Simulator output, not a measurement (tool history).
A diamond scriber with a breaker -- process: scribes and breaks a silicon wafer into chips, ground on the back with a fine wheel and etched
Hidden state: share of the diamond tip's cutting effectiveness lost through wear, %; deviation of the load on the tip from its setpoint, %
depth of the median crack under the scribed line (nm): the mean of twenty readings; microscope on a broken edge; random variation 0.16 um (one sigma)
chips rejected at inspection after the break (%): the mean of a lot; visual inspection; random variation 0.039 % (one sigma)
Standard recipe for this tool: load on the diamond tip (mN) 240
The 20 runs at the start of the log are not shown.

run      day  load on the diamond tip (mN)  wafers since the last listed run  hours since the diamond tip was replaced  hours since the load on the tip was calibrated  incoming depth of the damage left on the back of the incoming wafer, um  depth of the median crack under the scribed line (nm)  chips rejected at inspection after the break (%)
 21   65.550                           170                                85                                     617.3                                          1317.1                                                                     0.41                                                   8140                                              9.93
 22   68.117                           274                                88                                     678.9                                          1378.7                                                                     0.72                                                  11320                                              2.22
 23   70.492                           207                                82                                     735.9                                          1435.7                                                                     0.75                                                   9380                                              2.65
      71.346  -- diamond tip replaced by a new one
      71.417  -- load on the tip recalibrated
 24   74.871                           308                               146                                      84.6                                            82.9                                                                     0.32                                                  12020                                              4.95
 25   77.521                           286                                91                                     148.2                                           146.5                                                                     0.59                                                  11350                                              3.32
 26   81.333                           272                               131                                     239.7                                           238.0                                                                     0.67                                                  11130                                              1.93
 27   84.725                           260                               117                                     321.1                                           319.4                                                                     0.58                                                  10830                                              1.27
 28   86.538                           240                                62                                     364.6                                           362.9                                                                     0.31                                                  10000                                              0.72
 29   88.821                           193                                78                                     419.4                                           417.7                                                                     0.51                                                   8980                                              4.48
 30   91.017                           213                                75                                     472.1                                           470.4                                                                     0.68                                                   9430                                              1.86
 31   93.104                           191                                72                                     522.2                                           520.5                                                                     0.37                                                   8660                                              4.89
 32   96.517                           196                               117                                     604.1                                           602.4                                                                     0.77                                                   9170                                              4.01
 33  100.217                           240                               127                                     692.9                                           691.2                                                                     0.32                                                  10220                                              0.77
     101.433  -- diamond tip replaced by a new one
 34  103.150                           307                                98                                      41.2                                           761.6                                                                     0.52                                                  11830                                              5.25
 35  105.979                           212                                97                                     109.1                                           829.5                                                                     0.31                                                   9670                                              1.88
 36  108.792                           267                                97                                     176.6                                           897.0                                                                     0.66                                                  10940                                              1.74
 37  112.904                           203                               142                                     275.3                                           995.7                                                                     0.72                                                   9220                                              3.03
 38  115.579                           240                                92                                     339.5                                          1059.9                                                                     0.43                                                  10400                                              0.73
 39  120.038                           304                               154                                     446.5                                          1166.9                                                                     0.46                                                  12060                                              5.51
 40  123.079                           240                               105                                     519.5                                          1239.9                                                                     0.61                                                  10500                                              0.69
 41  126.046                           271                               102                                     590.7                                          1311.1                                                                     0.72                                                  11110                                              1.88
 42  127.667                           268                                55                                     629.6                                          1350.0                                                                     0.74                                                  10880                                              1.59

Consider 3 possible next runs. They are alternatives, not a sequence: every one starts from the tool as it was left by run 42. What does each give?
  A  127.696                           299                                 1                                     630.3                                          1350.7                                                                     0.79                                                      ?                                                 ?
  B  127.696                           265                                 1                                     630.3                                          1350.7                                                                     0.79                                                      ?                                                 ?
  C  127.696                           303                                 1                                     630.3                                          1350.7                                                                     0.79                                                      ?                                                 ?

run  depth of the median crack under the scribed line (nm)  chips rejected at inspection after the break (%)
  A                                                  12040                                              4.85
  B                                                  11110                                              1.65
  C                                                  12150                                              5.34
With the hidden condition removed and each run's random variation left untouched, the same runs would have given:
run  depth of the median crack under the scribed line (nm)  chips rejected at inspection after the break (%)
  A                                                  12040                                              4.85
  B                                                  11110                                              1.65
  C                                                  12150                                              5.34
